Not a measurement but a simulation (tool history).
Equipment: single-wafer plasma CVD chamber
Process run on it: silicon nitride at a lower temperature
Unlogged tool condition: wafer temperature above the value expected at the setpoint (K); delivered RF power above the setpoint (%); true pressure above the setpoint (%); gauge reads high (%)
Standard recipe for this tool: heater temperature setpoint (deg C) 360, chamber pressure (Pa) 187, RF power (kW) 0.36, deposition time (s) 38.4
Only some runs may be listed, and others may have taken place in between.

| run | hour | heater temperature setpoint (deg C) | chamber pressure (Pa) | RF power (kW) | deposition time (s) | wafers since the last listed run | hours since the last thermocouple change | hours since the last RF generator calibration | hours since the last manometer calibration | hours since the showerhead was replaced | hours since the gauge calibration | read-back reference wafer on the same gauge, thickness_nm | mean film thickness on the monitor wafer (nm) |
|---|---|---|---|---|---|---|---|---|---|---|---|---|---|
| 1 | 0 | 360 | 167 | 0.36 | 38.4 | 0 | 1952.5 | 552.3 | 638.9 | 3762.5 | 601.4 | 52.2 | 42.906 |
| 2 | 33.2 | 360 | 167 | 0.36 | 38.4 | 381 | 1985.7 | 585.5 | 672.1 | 3795.7 | 634.6 | 52.195 | 42.445 |
| 3 | 58 | 360 | 187 | 0.36 | 38.4 | 284 | 2010.5 | 610.3 | 696.9 | 3820.5 | 659.4 | 52.174 | 43.994 |
| 4 | 80.1 | 360 | 187 | 0.36 | 38.4 | 253 | 2032.6 | 632.4 | 719 | 3842.6 | 681.5 | 52.173 | 43.884 |
| 5 | 112.5 | 354 | 187 | 0.36 | 38.4 | 372 | 2065 | 664.8 | 751.4 | 3875 | 713.9 | 52.211 | 43.751 |
| 6 | 138.1 | 360 | 200 | 0.36 | 38.4 | 293 | 2090.6 | 690.4 | 777 | 3900.6 | 739.5 | 52.212 | 44.777 |
| 7 | 171.4 | 366 | 187 | 0.36 | 38.4 | 382 | 2123.9 | 723.7 | 810.3 | 3933.9 | 772.8 | 52.185 | 43.91 |
|  | 181.3 | gauge calibrated |
| 8 | 185.6 | 366 | 187 | 0.36 | 38.4 | 163 | 2138.1 | 737.9 | 824.5 | 3948.1 | 4.3 | 52.197 | 43.502 |
| 9 | 209.9 | 367 | 187 | 0.36 | 38.4 | 279 | 2162.4 | 762.2 | 848.8 | 3972.4 | 28.6 | 52.22 | 43.747 |
| 10 | 234.8 | 367 | 187 | 0.36 | 38.4 | 285 | 2187.3 | 787.1 | 873.7 | 3997.3 | 53.5 | 52.145 | 43.545 |
| 11 | 258.7 | 367 | 187 | 0.36 | 38.4 | 274 | 2211.2 | 811 | 897.6 | 4021.2 | 77.4 | 52.176 | 43.729 |
| 12 | 286.5 | 360 | 205 | 0.36 | 38.4 | 319 | 2239 | 838.8 | 925.4 | 4049 | 105.2 | 52.217 | 44.81 |
| 13 | 306 | 360 | 205 | 0.36 | 38.4 | 223 | 2258.5 | 858.3 | 944.9 | 4068.5 | 124.7 | 52.187 | 44.821 |
| 14 | 331.7 | 360 | 187 | 0.36 | 32.4 | 295 | 2284.2 | 884 | 970.6 | 4094.2 | 150.4 | 52.199 | 36.874 |
| 15 | 344 | 348 | 161 | 0.41 | 32.5 | 141 | 2296.5 | 896.3 | 982.9 | 4106.5 | 162.7 | 52.195 | 39.575 |
|  | 360.5 | RF generator calibrated |
|  | 371.7 | thermocouple changed; heater temperature recalibrated |
| 16 | 374.3 | 352 | 229 | 0.36 | 38.4 | 164 | 2.6 | 13.8 | 1013.2 | 4136.8 | 193 | 52.159 | 47.108 |
| 17 | 405 | 360 | 187 | 0.36 | 38.4 | 352 | 33.3 | 44.5 | 1043.9 | 4167.5 | 223.7 | 52.185 | 44.691 |
|  | 413.1 | capacitance manometer re-zeroed and calibrated |
| 18 | 433.9 | 360 | 187 | 0.31 | 31.6 | 239 | 62.2 | 73.4 | 20.8 | 4196.4 | 252.6 | 52.221 | 32.083 |
| 19 | 452.5 | 354 | 149 | 0.43 | 38.4 | 213 | 80.8 | 92 | 39.4 | 4215 | 271.2 | 52.186 | 48.735 |
|  | 484.7 | showerhead replaced |
| 20 | 485.2 | 360 | 219 | 0.36 | 38.4 | 283 | 113.5 | 124.7 | 72.1 | 0.5 | 303.9 | 52.215 | 46.614 |
| 21 | 504 | 353 | 187 | 0.36 | 41.8 | 215 | 132.3 | 143.5 | 90.9 | 19.3 | 322.7 | 52.175 | 48.803 |
| 22 | 517.1 | 360 | 212 | 0.31 | 38.4 | 150 | 145.4 | 156.6 | 104 | 32.4 | 335.8 | 52.156 | 40.273 |
| 23 | 538.9 | 360 | 187 | 0.36 | 38.4 | 250 | 167.2 | 178.4 | 125.8 | 54.2 | 357.6 | 52.222 | 44.436 |
| 24 | 551.7 | 347 | 164 | 0.405 | 31.9 | 146 | 180 | 191.2 | 138.6 | 67 | 370.4 | 52.169 | 39.456 |
| 25 | 568.1 | 360 | 187 | 0.335 | 34 | 188 | 196.4 | 207.6 | 155 | 83.4 | 386.8 | 52.27 | 36.894 |
| 26 | 583.2 | 360 | 187 | 0.36 | 38.4 | 173 | 211.5 | 222.7 | 170.1 | 98.5 | 401.9 | 52.177 | 44.353 |
| 27 | 597.3 | 360 | 225 | 0.36 | 43.5 | 161 | 225.6 | 236.8 | 184.2 | 112.6 | 416 | 52.239 | 52.587 |
| 28 | 625.3 | 360 | 187 | 0.36 | 38.4 | 321 | 253.6 | 264.8 | 212.2 | 140.6 | 444 | 52.221 | 44.076 |
| 29 | 648.6 | 347 | 213 | 0.36 | 38.4 | 267 | 276.9 | 288.1 | 235.5 | 163.9 | 467.3 | 52.182 | 45.589 |

Consider 4 possible next runs. They are alternatives, not a sequence: every one starts from the tool as it was left by run 29. What does each give?
| A | 649 | 360 | 187 | 0.36 | 44.9 | 4 | 277.3 | 288.5 | 235.9 | 164.3 | 467.7 | ? | ? |
| B | 649 | 355 | 224 | 0.33 | 35.3 | 4 | 277.3 | 288.5 | 235.9 | 164.3 | 467.7 | ? | ? |
| C | 649 | 374 | 147 | 0.4 | 38.4 | 4 | 277.3 | 288.5 | 235.9 | 164.3 | 467.7 | ? | ? |
| D | 649 | 345 | 204 | 0.31 | 38.4 | 4 | 277.3 | 288.5 | 235.9 | 164.3 | 467.7 | ? | ? |

| run | read-back reference wafer on the same gauge, thickness_nm | mean film thickness on the monitor wafer (nm) |
|---|---|---|
| A | 52.236 | 51.786 |
| B | 52.236 | 39.588 |
| C | 52.236 | 45.156 |
| D | 52.236 | 39.769 |
With the hidden condition removed and each run's random variation left untouched, the same runs would have given:
| run | mean film thickness on the monitor wafer (nm) |
|---|---|
| A | 52.223 |
| B | 39.935 |
| C | 45.512 |
| D | 40.128 |

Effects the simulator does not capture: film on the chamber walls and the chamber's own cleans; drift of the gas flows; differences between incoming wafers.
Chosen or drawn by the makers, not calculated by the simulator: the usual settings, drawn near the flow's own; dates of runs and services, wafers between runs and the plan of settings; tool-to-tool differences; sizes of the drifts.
